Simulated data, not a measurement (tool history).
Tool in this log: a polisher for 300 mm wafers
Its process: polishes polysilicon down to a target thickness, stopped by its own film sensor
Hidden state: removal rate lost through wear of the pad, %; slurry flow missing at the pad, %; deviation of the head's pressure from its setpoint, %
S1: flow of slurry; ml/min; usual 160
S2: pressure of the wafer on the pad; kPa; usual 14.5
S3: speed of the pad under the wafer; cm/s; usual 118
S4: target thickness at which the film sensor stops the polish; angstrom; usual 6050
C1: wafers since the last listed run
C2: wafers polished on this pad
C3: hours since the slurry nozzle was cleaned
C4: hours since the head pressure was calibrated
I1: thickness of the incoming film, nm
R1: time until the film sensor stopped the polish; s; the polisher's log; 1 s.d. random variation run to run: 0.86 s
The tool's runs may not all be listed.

run   hour   S1    S2   S3    S4   C1   C2     C3     C4      I1     R1
  1    0.0  115  14.5  108  6050    0  716   66.5  467.8  1137.9   93.5
  2   22.6  115  14.5  108  6050  143  860   89.1  490.4  1138.6   91.1
      41.9  -- worn pad replaced by a new one
  3   52.9  115  14.5  108  6050  167   70  119.4  520.7  1145.3   93.3
  4   71.5  160  14.5  118  6050  118  188  138.0  539.3  1122.2   75.3
  5  100.5  160  14.5  118  6050  184  373  167.0  568.3  1132.1   76.6
  6  116.8  160  11.0  118  7270  103  477  183.3  584.6  1115.5   73.4
  7  144.8  160  11.0  118  7270  178  655  211.3  612.6  1135.2   78.1
  8  160.7  160  11.0  118  7270  101  756  227.2  628.5  1107.3   71.9
     191.5  -- worn pad replaced by a new one
  9  192.0  160  14.5   96  6050  173    3  258.5  659.8  1108.1   88.0
 10  203.9  160  14.5  118  6050   75   78  270.4  671.7  1125.5   76.4
 11  267.4  160  14.5  118  6050  404  483  333.9  735.2  1127.2   73.7
 12  290.5  160  14.5  118  6050  147  630  357.0  758.3  1124.0   73.3
 13  303.6  160  14.5  118  6050   83  714  370.1  771.4  1114.4   72.2
     314.2  -- worn pad replaced by a new one
 14  317.6  160  14.5  118  6050   63   21  384.1  785.4  1138.0   76.7
 15  336.1  190  12.4  118  7000  117  139  402.6  803.9  1133.9   70.2
     354.9  -- head pressure recalibrated
 16  366.5  185  15.9  118  6050  180  320  433.0   11.6  1144.4   77.3
 17  392.1  160  14.5  134  7540  163  483  458.6   37.2  1140.2   54.2
     397.9  -- slurry nozzle cleaned
 18  407.9  160  14.5  118  6050   94  577   10.0   53.0  1146.5   86.7
 19  434.2  160  14.5   96  6740  167  745   36.3   79.3  1143.2   93.0
 20  454.1  200  14.5  118  5090  126  872   56.2   99.2  1131.6   95.4
     465.5  -- worn pad replaced by a new one
 21  479.9  185  14.5  158  6050  138   91   82.0  125.0  1127.0   61.1
 22  506.3  160  12.4  118  5100  168  259  108.4  151.4  1131.3  115.4
 23  523.6  160   9.7   82  6730  110  370  125.7  168.7  1119.7  153.7
 24  536.6  135  14.5  104  6050   82  452  138.7  181.7  1115.2   94.6
 25  549.2  160  14.5  118  6050   80  533  151.3  194.3  1119.1   80.8
 26  567.3  160  14.5  102  4930  115  648  169.4  212.4  1132.1  115.9
     601.4  -- worn pad replaced by a new one
 27  657.1  135  18.6  156  4410  546  354  259.2  302.2  1119.5   63.9
 28  679.7  140  10.3  118  7820  143  498  281.8  324.8  1114.0   74.4
 29  709.9  185  15.9  118  6050  192  691  312.0  355.0  1136.2   73.0

Pick out some run-to-run changes in R1. Of each, how much would a tool without hidden state show as well, from the settings, what came in and chance, and how much is left for the hidden state and any gauge scatter not in both results compared?
Run 8 -> 9: S2 11.0 -> 14.5, S3 118 -> 96, S4 7270 -> 6050, worn pad replaced by a new one. R1 +16.1 s: hidden state -1.7, all else +17.8.
Run 15 -> 16: S1 190 -> 185, S2 12.4 -> 15.9, S4 7000 -> 6050, head pressure recalibrated. R1 +7.1 s: hidden state +9.3, all else -2.2.
Run 21 -> 22: S1 185 -> 160, S2 14.5 -> 12.4, S3 158 -> 118, S4 6050 -> 5100. R1 +54.3 s: hidden state +0.3, all else +54.0.
Run 23 -> 24: S1 160 -> 135, S2 9.7 -> 14.5, S3 82 -> 104, S4 6730 -> 6050. R1 -59.1 s: hidden state -0.7, all else -58.4.
